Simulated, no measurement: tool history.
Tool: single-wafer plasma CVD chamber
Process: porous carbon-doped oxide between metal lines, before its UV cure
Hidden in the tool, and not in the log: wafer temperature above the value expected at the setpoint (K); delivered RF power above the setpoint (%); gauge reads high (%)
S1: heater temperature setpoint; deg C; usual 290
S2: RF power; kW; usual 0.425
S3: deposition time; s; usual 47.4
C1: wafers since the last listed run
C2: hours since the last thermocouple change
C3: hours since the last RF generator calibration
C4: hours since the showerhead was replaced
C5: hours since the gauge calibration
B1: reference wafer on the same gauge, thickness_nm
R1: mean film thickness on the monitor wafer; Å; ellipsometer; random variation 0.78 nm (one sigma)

Run 1, hour 0.0: usual settings; C1 0; C2 951.7; C3 514.3; C4 5875.5; C5 1142.9; B1 205.927. Result: R1 2229.84 Å.
Run 2, hour 21.0: usual settings; C1 609; C2 972.7; C3 535.3; C4 5896.5; C5 1163.9; B1 206.152. Result: R1 2230.38 Å.
At hour 39.4: gauge calibrated.
At hour 42.4: thermocouple changed; heater temperature recalibrated.
Run 3, hour 115.8: usual settings; C1 2518; C2 73.4; C3 630.1; C4 5991.3; C5 76.4; B1 206.042. Result: R1 2218.38 Å.
Run 4, hour 133.8: usual settings; C1 522; C2 91.4; C3 648.1; C4 6009.3; C5 94.4; B1 206.198. Result: R1 2221.80 Å.
Run 5, hour 152.5: usual settings; C1 542; C2 110.1; C3 666.8; C4 6028.0; C5 113.1; B1 206.098. Result: R1 2224.86 Å.
Run 6, hour 180.8: usual settings; C1 821; C2 138.4; C3 695.1; C4 6056.3; C5 141.4; B1 205.931. Result: R1 2213.41 Å.
Run 7, hour 195.4: usual settings; C1 423; C2 153.0; C3 709.7; C4 6070.9; C5 156.0; B1 206.096. Result: R1 2209.57 Å.
Run 8, hour 218.6: usual settings; C1 673; C2 176.2; C3 732.9; C4 6094.1; C5 179.2; B1 206.100. Result: R1 2213.25 Å.
Run 9, hour 233.3: usual settings; C1 426; C2 190.9; C3 747.6; C4 6108.8; C5 193.9; B1 206.188. Result: R1 2211.45 Å.
Run 10, hour 262.5: usual settings; C1 847; C2 220.1; C3 776.8; C4 6138.0; C5 223.1; B1 205.957. Result: R1 2226.41 Å.
Run 11, hour 286.4: usual settings; C1 693; C2 244.0; C3 800.7; C4 6161.9; C5 247.0; B1 205.964. Result: R1 2220.50 Å.
Run 12, hour 305.4: usual settings; C1 551; C2 263.0; C3 819.7; C4 6180.9; C5 266.0; B1 206.139. Result: R1 2203.55 Å.
Run 13, hour 327.3: usual settings but S2 0.375 kW; C1 635; C2 284.9; C3 841.6; C4 6202.8; C5 287.9; B1 206.042. Result: R1 1953.19 Å.
Run 14, hour 361.6: usual settings but S2 0.495 kW, S3 39.8 s; C1 995; C2 319.2; C3 875.9; C4 6237.1; C5 322.2; B1 205.979. Result: R1 2133.74 Å.
Run 15, hour 383.9: usual settings but S1 301 deg C, S3 38.8 s; C1 646; C2 341.5; C3 898.2; C4 6259.4; C5 344.5; B1 206.059. Result: R1 1706.60 Å.
Run 16, hour 402.5: usual settings; C1 539; C2 360.1; C3 916.8; C4 6278.0; C5 363.1; B1 205.952. Result: R1 2218.22 Å.
Run 17, hour 422.3: usual settings but S3 44.0 s; C1 574; C2 379.9; C3 936.6; C4 6297.8; C5 382.9; B1 206.106. Result: R1 2050.79 Å.
At hour 445.4: showerhead replaced.
Run 18, hour 445.9: usual settings but S3 41.6 s; C1 452; C2 403.5; C3 960.2; C4 0.5; C5 406.5; B1 205.940. Result: R1 1949.68 Å.
Run 19, hour 476.7: usual settings but S1 301 deg C, S2 0.400 kW, S3 45.0 s; C1 893; C2 434.3; C3 991.0; C4 31.3; C5 437.3; B1 206.031. Result: R1 1863.53 Å.
Run 20, hour 492.6: usual settings but S3 52.8 s; C1 461; C2 450.2; C3 1006.9; C4 47.2; C5 453.2; B1 206.030. Result: R1 2461.41 Å.
Run 21, hour 505.8: usual settings but S1 285 deg C, S2 0.465 kW, S3 50.9 s; C1 382; C2 463.4; C3 1020.1; C4 60.4; C5 466.4; B1 205.881. Result: R1 2653.82 Å.
Run 22, hour 519.1: usual settings but S1 298 deg C, S2 0.355 kW; C1 385; C2 476.7; C3 1033.4; C4 73.7; C5 479.7; B1 205.848. Result: R1 1758.51 Å.
Run 23, hour 546.0: usual settings but S1 283 deg C, S2 0.475 kW, S3 40.2 s; C1 780; C2 503.6; C3 1060.3; C4 100.6; C5 506.6; B1 206.139. Result: R1 2170.68 Å.
At hour 555.7: RF generator calibrated.
Run 24, hour 576.4: usual settings; C1 649; C2 534.0; C3 20.7; C4 131.0; C5 537.0; B1 205.950. Result: R1 2309.85 Å.
Run 25, hour 595.0: usual settings but S1 276 deg C, S3 51.8 s; C1 539; C2 552.6; C3 39.3; C4 149.6; C5 555.6; B1 206.022. Result: R1 2695.97 Å.
Run 26, hour 614.5: usual settings but S1 280 deg C, S2 0.505 kW; C1 565; C2 572.1; C3 58.8; C4 169.1; C5 575.1; B1 206.025. Result: R1 2799.53 Å.
Run 27, hour 629.4: usual settings but S1 284 deg C, S2 0.510 kW; C1 432; C2 587.0; C3 73.7; C4 184.0; C5 590.0; B1 206.042. Result: R1 2755.64 Å.
Run 28, hour 660.3: usual settings but S1 298 deg C, S2 0.455 kW, S3 54.8 s; C1 896; C2 617.9; C3 104.6; C4 214.9; C5 620.9; B1 206.013. Result: R1 2682.03 Å.
Run 29, hour 696.2: usual settings but S1 282 deg C, S2 0.495 kW, S3 39.3 s; C1 1041; C2 653.8; C3 140.5; C4 250.8; C5 656.8; B1 206.016. Result: R1 2267.93 Å.
Run 30, hour 719.3: usual settings but S2 0.455 kW; C1 670; C2 676.9; C3 163.6; C4 273.9; C5 679.9; B1 205.985. Result: R1 2424.46 Å.
Run 31, hour 754.8: usual settings; C1 1029; C2 712.4; C3 199.1; C4 309.4; C5 715.4; B1 206.176. Result: R1 2252.74 Å.
Run 32, hour 780.2: usual settings; C1 736; C2 737.8; C3 224.5; C4 334.8; C5 740.8; B1 205.899. Result: R1 2260.74 Å.
Run 33, hour 798.7: usual settings but S2 0.365 kW, S3 54.1 s; C1 536; C2 756.3; C3 243.0; C4 353.3; C5 759.3; B1 206.139. Result: R1 2192.87 Å.

5 ways to go on from here, each from the tool as it stands after run 33. What would each give?
Run A, hour 799.1: usual settings but S2 0.395 kW; C1 11; C2 756.7; C3 243.4; C4 353.7; C5 759.7; B1 ?. Result: R1 ?.
Run B, hour 799.1: usual settings but S1 283 deg C, S2 0.475 kW, S3 54.9 s; C1 11; C2 756.7; C3 243.4; C4 353.7; C5 759.7; B1 ?. Result: R1 ?.
Run C, hour 799.1: usual settings but S1 295 deg C, S2 0.400 kW; C1 11; C2 756.7; C3 243.4; C4 353.7; C5 759.7; B1 ?. Result: R1 ?.
Run D, hour 799.1: usual settings but S1 294 deg C, S3 55.9 s; C1 11; C2 756.7; C3 243.4; C4 353.7; C5 759.7; B1 ?. Result: R1 ?.
Run E, hour 799.1: usual settings but S2 0.360 kW; C1 11; C2 756.7; C3 243.4; C4 353.7; C5 759.7; B1 ?. Result: R1 ?.

run       B1       R1
  A  205.999  2089.17
  B  205.999  2986.17
  C  205.999  2061.79
  D  205.999  2585.49
  E  205.999  1897.70
Without the tool's hidden state the same runs would have given:
run       R1
  A  2147.26
  B  3056.33
  C  2118.20
  D  2655.48
  E  1950.88
